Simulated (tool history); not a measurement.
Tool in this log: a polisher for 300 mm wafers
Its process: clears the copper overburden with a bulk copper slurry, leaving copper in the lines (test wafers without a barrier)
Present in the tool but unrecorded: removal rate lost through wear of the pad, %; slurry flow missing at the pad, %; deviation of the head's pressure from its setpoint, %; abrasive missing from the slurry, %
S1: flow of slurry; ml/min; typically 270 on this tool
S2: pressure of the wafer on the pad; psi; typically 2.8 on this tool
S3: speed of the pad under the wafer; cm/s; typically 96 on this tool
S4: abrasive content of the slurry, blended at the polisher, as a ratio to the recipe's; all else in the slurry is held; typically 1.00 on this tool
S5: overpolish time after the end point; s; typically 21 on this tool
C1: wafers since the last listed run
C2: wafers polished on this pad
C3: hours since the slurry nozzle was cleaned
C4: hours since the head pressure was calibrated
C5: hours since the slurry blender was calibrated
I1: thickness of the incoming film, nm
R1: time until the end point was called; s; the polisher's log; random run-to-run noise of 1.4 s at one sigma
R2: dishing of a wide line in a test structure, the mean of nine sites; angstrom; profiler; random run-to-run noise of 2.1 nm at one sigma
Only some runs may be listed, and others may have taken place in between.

run 1 hour=0.0 | S1=270 S2=2.8 S3=96 S4=1.00 S5=21 | C1=0 C2=456 C3=284.3 C4=322.3 C5=397.8 | I1=1054.7 | R1=121.1 R2=841
run 2 hour=58.4 | S1=270 S2=2.8 S3=96 S4=1.00 S5=21 | C1=280 C2=737 C3=342.7 C4=380.7 C5=456.2 | I1=1026.0 | R1=117.9 R2=890
run 3 hour=153.9 | S1=270 S2=2.8 S3=96 S4=1.00 S5=21 | C1=459 C2=1196 C3=438.2 C4=476.2 C5=551.7 | I1=1036.7 | R1=117.5 R2=860
run 4 hour=261.2 | S1=270 S2=2.8 S3=96 S4=1.00 S5=13 | C1=516 C2=1712 C3=545.5 C4=583.5 C5=659.0 | I1=1043.4 | R1=118.5 R2=648
run 5 hour=356.1 | S1=245 S2=2.0 S3=114 S4=1.10 S5=21 | C1=456 C2=2169 C3=640.4 C4=678.4 C5=753.9 | I1=1040.7 | R1=139.1 R2=740
-- hour=393.2 slurry nozzle cleaned
-- hour=393.3 slurry blender recalibrated
run 6 hour=399.8 | S1=270 S2=2.8 S3=96 S4=1.00 S5=21 | C1=204 C2=2374 C3=6.6 C4=722.1 C5=6.5 | I1=1032.5 | R1=116.1 R2=874
-- hour=445.3 head pressure recalibrated
run 7 hour=498.0 | S1=190 S2=2.8 S3=96 S4=1.00 S5=21 | C1=462 C2=2837 C3=104.8 C4=52.7 C5=104.7 | I1=1053.7 | R1=125.8 R2=832
run 8 hour=539.3 | S1=325 S2=2.8 S3=96 S4=1.00 S5=21 | C1=198 C2=3036 C3=146.1 C4=94.0 C5=146.0 | I1=1046.4 | R1=117.0 R2=852
run 9 hour=582.3 | S1=270 S2=2.1 S3=72 S4=0.80 S5=16 | C1=206 C2=3242 C3=189.1 C4=137.0 C5=189.0 | I1=1038.6 | R1=224.3 R2=425
run 10 hour=635.4 | S1=315 S2=2.8 S3=126 S4=1.20 S5=29 | C1=255 C2=3498 C3=242.2 C4=190.1 C5=242.1 | I1=1045.2 | R1=86.0 R2=1225
run 11 hour=676.9 | S1=270 S2=3.3 S3=124 S4=1.00 S5=21 | C1=199 C2=3698 C3=283.7 C4=231.6 C5=283.6 | I1=1035.7 | R1=77.8 R2=1151
-- hour=745.5 worn pad replaced by a new one
run 12 hour=749.9 | S1=270 S2=2.8 S3=116 S4=1.00 S5=16 | C1=331 C2=20 C3=356.7 C4=304.6 C5=356.6 | I1=1030.6 | R1=95.6 R2=845
run 13 hour=851.3 | S1=310 S2=2.8 S3=96 S4=1.00 S5=21 | C1=487 C2=508 C3=458.1 C4=406.0 C5=458.0 | I1=1018.0 | R1=117.2 R2=883
run 14 hour=890.6 | S1=270 S2=2.8 S3=96 S4=1.15 S5=21 | C1=189 C2=697 C3=497.4 C4=445.3 C5=497.3 | I1=1036.3 | R1=112.8 R2=860
run 15 hour=992.9 | S1=270 S2=2.0 S3=70 S4=0.80 S5=16 | C1=492 C2=1190 C3=599.7 C4=547.6 C5=599.6 | I1=1025.1 | R1=238.6 R2=417
run 16 hour=1099.4 | S1=270 S2=2.8 S3=82 S4=1.00 S5=21 | C1=512 C2=1702 C3=706.2 C4=654.1 C5=706.1 | I1=1048.6 | R1=142.5 R2=781
-- hour=1102.7 slurry nozzle cleaned
run 17 hour=1172.2 | S1=270 S2=2.8 S3=96 S4=1.00 S5=21 | C1=345 C2=2047 C3=69.5 C4=726.9 C5=778.9 | I1=1054.1 | R1=120.8 R2=865
-- hour=1184.7 head pressure recalibrated
-- hour=1271.6 slurry blender recalibrated
run 18 hour=1272.1 | S1=270 S2=3.2 S3=96 S4=1.20 S5=26 | C1=461 C2=2509 C3=169.4 C4=87.4 C5=0.5 | I1=1042.9 | R1=99.3 R2=1133
run 19 hour=1363.4 | S1=270 S2=2.8 S3=96 S4=1.00 S5=9 | C1=439 C2=2948 C3=260.7 C4=178.7 C5=91.8 | I1=1041.5 | R1=121.6 R2=447
run 20 hour=1456.1 | S1=270 S2=2.8 S3=96 S4=1.00 S5=21 | C1=445 C2=3394 C3=353.4 C4=271.4 C5=184.5 | I1=1050.5 | R1=119.9 R2=852
-- hour=1508.0 worn pad replaced by a new one
run 21 hour=1522.9 | S1=270 S2=2.8 S3=96 S4=1.00 S5=21 | C1=302 C2=71 C3=420.2 C4=338.2 C5=251.3 | I1=1040.5 | R1=117.8 R2=869
run 22 hour=1571.3 | S1=300 S2=3.7 S3=96 S4=1.25 S5=31 | C1=232 C2=304 C3=468.6 C4=386.6 C5=299.7 | I1=1025.2 | R1=83.5 R2=1419
run 23 hour=1676.2 | S1=270 S2=2.8 S3=96 S4=1.00 S5=25 | C1=504 C2=809 C3=573.5 C4=491.5 C5=404.6 | I1=1030.5 | R1=118.6 R2=947
run 24 hour=1752.8 | S1=210 S2=2.8 S3=62 S4=1.00 S5=16 | C1=368 C2=1177 C3=650.1 C4=568.1 C5=481.2 | I1=1034.3 | R1=187.7 R2=489
-- hour=1865.2 head pressure recalibrated
-- hour=1970.9 slurry nozzle cleaned
run 25 hour=2061.1 | S1=270 S2=2.8 S3=124 S4=1.00 S5=11 | C1=1468 C2=2646 C3=90.2 C4=195.9 C5=789.5 | I1=1042.5 | R1=92.1 R2=659
-- hour=2070.0 slurry blender recalibrated
run 26 hour=2151.7 | S1=270 S2=2.8 S3=96 S4=0.70 S5=29 | C1=426 C2=3073 C3=180.8 C4=286.5 C5=81.7 | I1=1055.1 | R1=132.9 R2=1005
run 27 hour=2199.7 | S1=270 S2=2.8 S3=64 S4=1.00 S5=21 | C1=230 C2=3303 C3=228.8 C4=334.5 C5=129.7 | I1=1058.9 | R1=186.1 R2=650

For each entry between runs, how does the tool's hidden state at the last listed run before it compare with that at the first listed run after it?
Logged between run 5 and run 6: slurry nozzle cleaned (hour 393.2); slurry blender recalibrated (hour 393.3)
  no difference in the tool's unlogged condition between these two runs
Logged between run 6 and run 7: head pressure recalibrated (hour 445.3)
  no difference in the tool's unlogged condition between these two runs
Logged between run 11 and run 12: worn pad replaced by a new one (hour 745.5)
  no difference in the tool's unlogged condition between these two runs
Logged between run 16 and run 17: slurry nozzle cleaned (hour 1102.7)
  no difference in the tool's unlogged condition between these two runs
Logged between run 17 and run 18: head pressure recalibrated (hour 1184.7); slurry blender recalibrated (hour 1271.6)
  no difference in the tool's unlogged condition between these two runs
Logged between run 20 and run 21: worn pad replaced by a new one (hour 1508.0)
  no difference in the tool's unlogged condition between these two runs
Logged between run 24 and run 25: head pressure recalibrated (hour 1865.2); slurry nozzle cleaned (hour 1970.9)
  no difference in the tool's unlogged condition between these two runs
Logged between run 25 and run 26: slurry blender recalibrated (hour 2070.0)
  no difference in the tool's unlogged condition between these two runs
